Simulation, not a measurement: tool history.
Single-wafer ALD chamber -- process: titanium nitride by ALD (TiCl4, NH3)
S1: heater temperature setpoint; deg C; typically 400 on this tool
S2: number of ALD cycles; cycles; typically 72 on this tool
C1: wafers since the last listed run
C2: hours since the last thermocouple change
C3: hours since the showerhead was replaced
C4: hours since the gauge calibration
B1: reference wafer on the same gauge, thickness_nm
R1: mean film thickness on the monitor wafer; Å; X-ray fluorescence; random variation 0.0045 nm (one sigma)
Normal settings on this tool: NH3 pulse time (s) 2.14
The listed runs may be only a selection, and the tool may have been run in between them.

run 1 hour=0.0 | S1=400 S2=72 NH3_pulse_time_(s)=2.14 | C1=0 C2=820.3 C3=2680.1 C4=297.0 | B1=2.101 | R1=17.93
run 2 hour=49.6 | S1=400 S2=72 NH3_pulse_time_(s)=2.14 | C1=96 C2=869.9 C3=2729.7 C4=346.6 | B1=2.096 | R1=17.78
run 3 hour=101.2 | S1=400 S2=72 NH3_pulse_time_(s)=2.14 | C1=100 C2=921.5 C3=2781.3 C4=398.2 | B1=2.093 | R1=17.77
run 4 hour=146.6 | S1=400 S2=72 NH3_pulse_time_(s)=2.14 | C1=88 C2=966.9 C3=2826.7 C4=443.6 | B1=2.088 | R1=17.76
run 5 hour=198.8 | S1=400 S2=72 NH3_pulse_time_(s)=2.14 | C1=101 C2=1019.1 C3=2878.9 C4=495.8 | B1=2.083 | R1=17.72
run 6 hour=230.4 | S1=400 S2=72 NH3_pulse_time_(s)=2.14 | C1=61 C2=1050.7 C3=2910.5 C4=527.4 | B1=2.078 | R1=17.66
-- hour=282.5 gauge calibrated
run 7 hour=301.1 | S1=405 S2=72 NH3_pulse_time_(s)=1.48 | C1=137 C2=1121.4 C3=2981.2 C4=18.6 | B1=2.111 | R1=17.38
-- hour=317.4 thermocouple changed; heater temperature recalibrated
run 8 hour=336.2 | S1=400 S2=77 NH3_pulse_time_(s)=1.35 | C1=52 C2=18.8 C3=3016.3 C4=53.7 | B1=2.110 | R1=18.25
run 9 hour=382.2 | S1=400 S2=72 NH3_pulse_time_(s)=2.14 | C1=89 C2=64.8 C3=3062.3 C4=99.7 | B1=2.108 | R1=17.97
run 10 hour=433.3 | S1=394 S2=72 NH3_pulse_time_(s)=1.80 | C1=99 C2=115.9 C3=3113.4 C4=150.8 | B1=2.109 | R1=17.61
run 11 hour=462.1 | S1=386 S2=81 NH3_pulse_time_(s)=2.98 | C1=56 C2=144.7 C3=3142.2 C4=179.6 | B1=2.107 | R1=20.33
-- hour=488.7 showerhead replaced
run 12 hour=554.4 | S1=392 S2=61 NH3_pulse_time_(s)=1.46 | C1=164 C2=237.0 C3=65.7 C4=271.9 | B1=2.101 | R1=14.40
run 13 hour=595.8 | S1=400 S2=72 NH3_pulse_time_(s)=2.84 | C1=80 C2=278.4 C3=107.1 C4=313.3 | B1=2.099 | R1=18.12
run 14 hour=650.6 | S1=404 S2=81 NH3_pulse_time_(s)=2.50 | C1=106 C2=333.2 C3=161.9 C4=368.1 | B1=2.094 | R1=20.29

Forecast each of these 4 alternatives for the next run:
run A hour=651.2 | S1=400 S2=61 NH3_pulse_time_(s)=2.14 | C1=1 C2=333.8 C3=162.5 C4=368.7 | B1=? | R1=?
run B hour=651.2 | S1=396 S2=67 NH3_pulse_time_(s)=2.46 | C1=1 C2=333.8 C3=162.5 C4=368.7 | B1=? | R1=?
run C hour=651.2 | S1=395 S2=78 NH3_pulse_time_(s)=2.49 | C1=1 C2=333.8 C3=162.5 C4=368.7 | B1=? | R1=?
run D hour=651.2 | S1=400 S2=79 NH3_pulse_time_(s)=2.14 | C1=1 C2=333.8 C3=162.5 C4=368.7 | B1=? | R1=?

run=A B1=2.095 R1=15.14
run=B B1=2.095 R1=16.73
run=C B1=2.095 R1=19.47
run=D B1=2.095 R1=19.61
Without the tool's hidden state the same runs would have given:
run=A R1=15.25
run=B R1=16.85
run=C R1=19.62
run=D R1=19.76
